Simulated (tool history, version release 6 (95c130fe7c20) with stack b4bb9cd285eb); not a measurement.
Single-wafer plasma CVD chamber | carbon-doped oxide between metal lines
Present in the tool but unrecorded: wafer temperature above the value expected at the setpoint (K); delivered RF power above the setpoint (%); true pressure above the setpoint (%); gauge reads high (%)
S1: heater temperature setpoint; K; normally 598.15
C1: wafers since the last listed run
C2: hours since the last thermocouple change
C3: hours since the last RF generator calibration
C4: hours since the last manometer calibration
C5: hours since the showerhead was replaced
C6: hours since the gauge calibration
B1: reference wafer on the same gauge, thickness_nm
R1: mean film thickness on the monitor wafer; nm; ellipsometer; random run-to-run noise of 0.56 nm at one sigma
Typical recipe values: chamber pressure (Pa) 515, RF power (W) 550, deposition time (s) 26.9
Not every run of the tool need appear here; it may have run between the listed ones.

run 1 day=0.000 | S1=598.15 chamber_pressure_(Pa)=515 RF_power_(W)=550 deposition_time_(s)=26.9 | C1=0 C2=725.0 C3=2138.5 C4=2037.8 C5=6159.7 C6=460.4 | B1=148.926 | R1=158.136
run 2 day=0.671 | S1=598.15 chamber_pressure_(Pa)=515 RF_power_(W)=550 deposition_time_(s)=26.9 | C1=397 C2=741.1 C3=2154.6 C4=2053.9 C5=6175.8 C6=476.5 | B1=148.708 | R1=159.592
-- day=2.275 RF generator calibrated
run 3 day=2.312 | S1=598.15 chamber_pressure_(Pa)=515 RF_power_(W)=550 deposition_time_(s)=26.9 | C1=774 C2=780.5 C3=0.9 C4=2093.3 C5=6215.2 C6=515.9 | B1=148.852 | R1=158.250
run 4 day=2.829 | S1=598.15 chamber_pressure_(Pa)=515 RF_power_(W)=550 deposition_time_(s)=26.9 | C1=306 C2=792.9 C3=13.3 C4=2105.7 C5=6227.6 C6=528.3 | B1=149.154 | R1=157.675
run 5 day=3.400 | S1=598.15 chamber_pressure_(Pa)=515 RF_power_(W)=550 deposition_time_(s)=26.9 | C1=338 C2=806.6 C3=27.0 C4=2119.4 C5=6241.3 C6=542.0 | B1=148.933 | R1=157.820
run 6 day=4.096 | S1=598.15 chamber_pressure_(Pa)=476 RF_power_(W)=465 deposition_time_(s)=26.9 | C1=412 C2=823.3 C3=43.7 C4=2136.1 C5=6258.0 C6=558.7 | B1=148.880 | R1=138.130
run 7 day=4.729 | S1=598.15 chamber_pressure_(Pa)=476 RF_power_(W)=465 deposition_time_(s)=26.9 | C1=375 C2=838.5 C3=58.9 C4=2151.3 C5=6273.2 C6=573.9 | B1=149.066 | R1=138.167
-- day=5.254 capacitance manometer re-zeroed and calibrated
run 8 day=5.275 | S1=598.15 chamber_pressure_(Pa)=515 RF_power_(W)=550 deposition_time_(s)=29.1 | C1=125 C2=851.6 C3=72.0 C4=0.5 C5=6286.3 C6=587.0 | B1=149.345 | R1=170.585
run 9 day=5.742 | S1=598.15 chamber_pressure_(Pa)=515 RF_power_(W)=550 deposition_time_(s)=26.9 | C1=276 C2=862.8 C3=83.2 C4=11.7 C5=6297.5 C6=598.2 | B1=148.897 | R1=156.892
-- day=8.217 thermocouple changed; heater temperature recalibrated
run 10 day=8.238 | S1=592.15 chamber_pressure_(Pa)=515 RF_power_(W)=630 deposition_time_(s)=26.9 | C1=1280 C2=0.5 C3=143.1 C4=71.6 C5=6357.4 C6=658.1 | B1=149.025 | R1=179.727
run 11 day=8.483 | S1=598.15 chamber_pressure_(Pa)=515 RF_power_(W)=550 deposition_time_(s)=26.9 | C1=145 C2=6.4 C3=149.0 C4=77.5 C5=6363.3 C6=664.0 | B1=148.766 | R1=160.137
run 12 day=8.842 | S1=590.15 chamber_pressure_(Pa)=515 RF_power_(W)=550 deposition_time_(s)=26.9 | C1=212 C2=15.0 C3=157.6 C4=86.1 C5=6371.9 C6=672.6 | B1=149.024 | R1=164.643
run 13 day=9.196 | S1=609.15 chamber_pressure_(Pa)=460 RF_power_(W)=650 deposition_time_(s)=23.6 | C1=209 C2=23.5 C3=166.1 C4=94.6 C5=6380.4 C6=681.1 | B1=148.866 | R1=150.220
run 14 day=9.562 | S1=598.15 chamber_pressure_(Pa)=515 RF_power_(W)=610 deposition_time_(s)=31.3 | C1=217 C2=32.3 C3=174.9 C4=103.4 C5=6389.2 C6=689.9 | B1=148.891 | R1=200.637
run 15 day=10.112 | S1=598.15 chamber_pressure_(Pa)=515 RF_power_(W)=490 deposition_time_(s)=24.2 | C1=325 C2=45.5 C3=188.1 C4=116.6 C5=6402.4 C6=703.1 | B1=148.938 | R1=131.888
run 16 day=10.554 | S1=598.15 chamber_pressure_(Pa)=515 RF_power_(W)=550 deposition_time_(s)=26.9 | C1=261 C2=56.1 C3=198.7 C4=127.2 C5=6413.0 C6=713.7 | B1=149.129 | R1=159.986
-- day=11.375 showerhead replaced
run 17 day=11.396 | S1=590.15 chamber_pressure_(Pa)=515 RF_power_(W)=515 deposition_time_(s)=26.9 | C1=301 C2=76.3 C3=218.9 C4=147.4 C5=0.5 C6=733.9 | B1=148.898 | R1=156.000
run 18 day=11.867 | S1=583.15 chamber_pressure_(Pa)=515 RF_power_(W)=550 deposition_time_(s)=24.6 | C1=278 C2=87.6 C3=230.2 C4=158.7 C5=11.8 C6=745.2 | B1=148.947 | R1=154.705
-- day=12.092 gauge calibrated
run 19 day=13.562 | S1=592.15 chamber_pressure_(Pa)=515 RF_power_(W)=630 deposition_time_(s)=26.9 | C1=1004 C2=128.3 C3=270.9 C4=199.4 C5=52.5 C6=35.3 | B1=148.946 | R1=180.068
run 20 day=14.138 | S1=598.15 chamber_pressure_(Pa)=403 RF_power_(W)=550 deposition_time_(s)=26.9 | C1=340 C2=142.1 C3=284.7 C4=213.2 C5=66.3 C6=49.1 | B1=149.079 | R1=155.795
run 21 day=14.854 | S1=598.15 chamber_pressure_(Pa)=515 RF_power_(W)=550 deposition_time_(s)=24.8 | C1=424 C2=159.3 C3=301.9 C4=230.4 C5=83.5 C6=66.3 | B1=148.974 | R1=147.922
run 22 day=15.446 | S1=604.15 chamber_pressure_(Pa)=515 RF_power_(W)=625 deposition_time_(s)=26.9 | C1=350 C2=173.5 C3=316.1 C4=244.6 C5=97.7 C6=80.5 | B1=148.823 | R1=171.885
run 23 day=16.192 | S1=598.15 chamber_pressure_(Pa)=417 RF_power_(W)=550 deposition_time_(s)=26.9 | C1=441 C2=191.4 C3=334.0 C4=262.5 C5=115.6 C6=98.4 | B1=148.980 | R1=156.066
run 24 day=16.579 | S1=598.15 chamber_pressure_(Pa)=515 RF_power_(W)=450 deposition_time_(s)=26.9 | C1=229 C2=200.7 C3=343.3 C4=271.8 C5=124.9 C6=107.7 | B1=149.028 | R1=136.066
run 25 day=17.117 | S1=598.15 chamber_pressure_(Pa)=601 RF_power_(W)=610 deposition_time_(s)=23.5 | C1=318 C2=213.6 C3=356.2 C4=284.7 C5=137.8 C6=120.6 | B1=148.912 | R1=153.640
run 26 day=17.771 | S1=598.15 chamber_pressure_(Pa)=461 RF_power_(W)=515 deposition_time_(s)=22.2 | C1=387 C2=229.3 C3=371.9 C4=300.4 C5=153.5 C6=136.3 | B1=148.897 | R1=123.822
run 27 day=18.417 | S1=598.15 chamber_pressure_(Pa)=580 RF_power_(W)=550 deposition_time_(s)=21.6 | C1=382 C2=244.8 C3=387.4 C4=315.9 C5=169.0 C6=151.8 | B1=149.045 | R1=130.798
run 28 day=19.012 | S1=584.15 chamber_pressure_(Pa)=560 RF_power_(W)=550 deposition_time_(s)=30.8 | C1=352 C2=259.1 C3=401.7 C4=330.2 C5=183.3 C6=166.1 | B1=148.779 | R1=195.116
run 29 day=19.383 | S1=598.15 chamber_pressure_(Pa)=515 RF_power_(W)=550 deposition_time_(s)=26.9 | C1=219 C2=268.0 C3=410.6 C4=339.1 C5=192.2 C6=175.0 | B1=149.089 | R1=160.619

Each row is a separate what-if for the run after 29, all from the same tool condition, not one after another. Results?
run A day=19.400 | S1=598.15 chamber_pressure_(Pa)=515 RF_power_(W)=550 deposition_time_(s)=26.9 | C1=9 C2=268.4 C3=411.0 C4=339.5 C5=192.6 C6=175.4 | B1=? | R1=?
run B day=19.400 | S1=598.15 chamber_pressure_(Pa)=515 RF_power_(W)=445 deposition_time_(s)=26.9 | C1=9 C2=268.4 C3=411.0 C4=339.5 C5=192.6 C6=175.4 | B1=? | R1=?
run C day=19.400 | S1=592.15 chamber_pressure_(Pa)=423 RF_power_(W)=520 deposition_time_(s)=28.9 | C1=9 C2=268.4 C3=411.0 C4=339.5 C5=192.6 C6=175.4 | B1=? | R1=?
run D day=19.400 | S1=588.15 chamber_pressure_(Pa)=515 RF_power_(W)=475 deposition_time_(s)=26.9 | C1=9 C2=268.4 C3=411.0 C4=339.5 C5=192.6 C6=175.4 | B1=? | R1=?

run=A B1=149.035 R1=159.913
run=B B1=149.035 R1=135.657
run=C B1=149.035 R1=164.636
run=D B1=149.035 R1=148.624
With no hidden state in the tool, these same runs would have given:
run=A R1=160.755
run=B R1=136.371
run=C R1=165.554
run=D R1=149.509
